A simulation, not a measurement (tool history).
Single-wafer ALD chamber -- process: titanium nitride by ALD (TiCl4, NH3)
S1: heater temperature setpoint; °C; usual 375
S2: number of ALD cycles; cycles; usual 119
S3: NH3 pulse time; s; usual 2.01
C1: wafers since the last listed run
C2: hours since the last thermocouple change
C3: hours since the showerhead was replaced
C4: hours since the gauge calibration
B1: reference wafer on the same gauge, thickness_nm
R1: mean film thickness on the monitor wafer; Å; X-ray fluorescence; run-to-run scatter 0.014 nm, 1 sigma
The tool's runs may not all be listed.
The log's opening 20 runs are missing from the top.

run 21 hour=610.6 | S1=388 S2=113 S3=2.01 | C1=55 C2=173.7 C3=5604.5 C4=270.4 | B1=2.721 | R1=23.04
run 22 hour=666.6 | S1=375 S2=96 S3=2.01 | C1=96 C2=229.7 C3=5660.5 C4=326.4 | B1=2.718 | R1=19.23
run 23 hour=699.6 | S1=360 S2=102 S3=2.01 | C1=56 C2=262.7 C3=5693.5 C4=359.4 | B1=2.719 | R1=19.88
-- hour=717.0 showerhead replaced
run 24 hour=724.0 | S1=383 S2=111 S3=2.69 | C1=28 C2=287.1 C3=7.0 C4=383.8 | B1=2.721 | R1=22.77
run 25 hour=743.6 | S1=375 S2=119 S3=2.74 | C1=33 C2=306.7 C3=26.6 C4=403.4 | B1=2.720 | R1=24.32
run 26 hour=765.0 | S1=375 S2=119 S3=2.01 | C1=36 C2=328.1 C3=48.0 C4=424.8 | B1=2.717 | R1=23.84
run 27 hour=781.6 | S1=369 S2=142 S3=2.01 | C1=28 C2=344.7 C3=64.6 C4=441.4 | B1=2.718 | R1=28.16
run 28 hour=802.7 | S1=375 S2=110 S3=1.47 | C1=36 C2=365.8 C3=85.7 C4=462.5 | B1=2.718 | R1=21.57
run 29 hour=828.7 | S1=375 S2=119 S3=2.47 | C1=44 C2=391.8 C3=111.7 C4=488.5 | B1=2.718 | R1=24.31
run 30 hour=846.9 | S1=383 S2=105 S3=2.01 | C1=31 C2=410.0 C3=129.9 C4=506.7 | B1=2.720 | R1=21.49
run 31 hour=864.4 | S1=379 S2=135 S3=2.56 | C1=30 C2=427.5 C3=147.4 C4=524.2 | B1=2.724 | R1=27.32
run 32 hour=898.2 | S1=375 S2=126 S3=2.01 | C1=58 C2=461.3 C3=181.2 C4=558.0 | B1=2.722 | R1=25.37
run 33 hour=916.9 | S1=367 S2=119 S3=2.01 | C1=32 C2=480.0 C3=199.9 C4=576.7 | B1=2.719 | R1=23.49
run 34 hour=943.0 | S1=375 S2=135 S3=2.01 | C1=45 C2=506.1 C3=226.0 C4=602.8 | B1=2.721 | R1=27.13
run 35 hour=958.9 | S1=375 S2=119 S3=2.01 | C1=27 C2=522.0 C3=241.9 C4=618.7 | B1=2.721 | R1=23.88
run 36 hour=990.6 | S1=375 S2=119 S3=2.50 | C1=54 C2=553.7 C3=273.6 C4=650.4 | B1=2.720 | R1=24.14
run 37 hour=1012.0 | S1=375 S2=119 S3=2.01 | C1=36 C2=575.1 C3=295.0 C4=671.8 | B1=2.718 | R1=23.85
run 38 hour=1024.6 | S1=375 S2=119 S3=2.51 | C1=21 C2=587.7 C3=307.6 C4=684.4 | B1=2.717 | R1=24.13
run 39 hour=1105.3 | S1=371 S2=136 S3=2.58 | C1=139 C2=668.4 C3=388.3 C4=765.1 | B1=2.720 | R1=27.37

5 ways to go on from here, each from the tool as it stands after run 39. What would each give?
run A hour=1106.0 | S1=375 S2=119 S3=2.01 | C1=1 C2=669.1 C3=389.0 C4=765.8 | B1=? | R1=?
run B hour=1106.0 | S1=369 S2=96 S3=1.29 | C1=1 C2=669.1 C3=389.0 C4=765.8 | B1=? | R1=?
run C hour=1106.0 | S1=375 S2=136 S3=1.39 | C1=1 C2=669.1 C3=389.0 C4=765.8 | B1=? | R1=?
run D hour=1106.0 | S1=371 S2=134 S3=1.31 | C1=1 C2=669.1 C3=389.0 C4=765.8 | B1=? | R1=?
run E hour=1106.0 | S1=367 S2=126 S3=2.68 | C1=1 C2=669.1 C3=389.0 C4=765.8 | B1=? | R1=?

run=A B1=2.721 R1=23.78
run=B B1=2.721 R1=18.40
run=C B1=2.721 R1=26.60
run=D B1=2.721 R1=25.84
run=E B1=2.721 R1=25.20
Without the tool's hidden state the same runs would have given:
run=A R1=23.78
run=B R1=18.40
run=C R1=26.60
run=D R1=25.84
run=E R1=25.20

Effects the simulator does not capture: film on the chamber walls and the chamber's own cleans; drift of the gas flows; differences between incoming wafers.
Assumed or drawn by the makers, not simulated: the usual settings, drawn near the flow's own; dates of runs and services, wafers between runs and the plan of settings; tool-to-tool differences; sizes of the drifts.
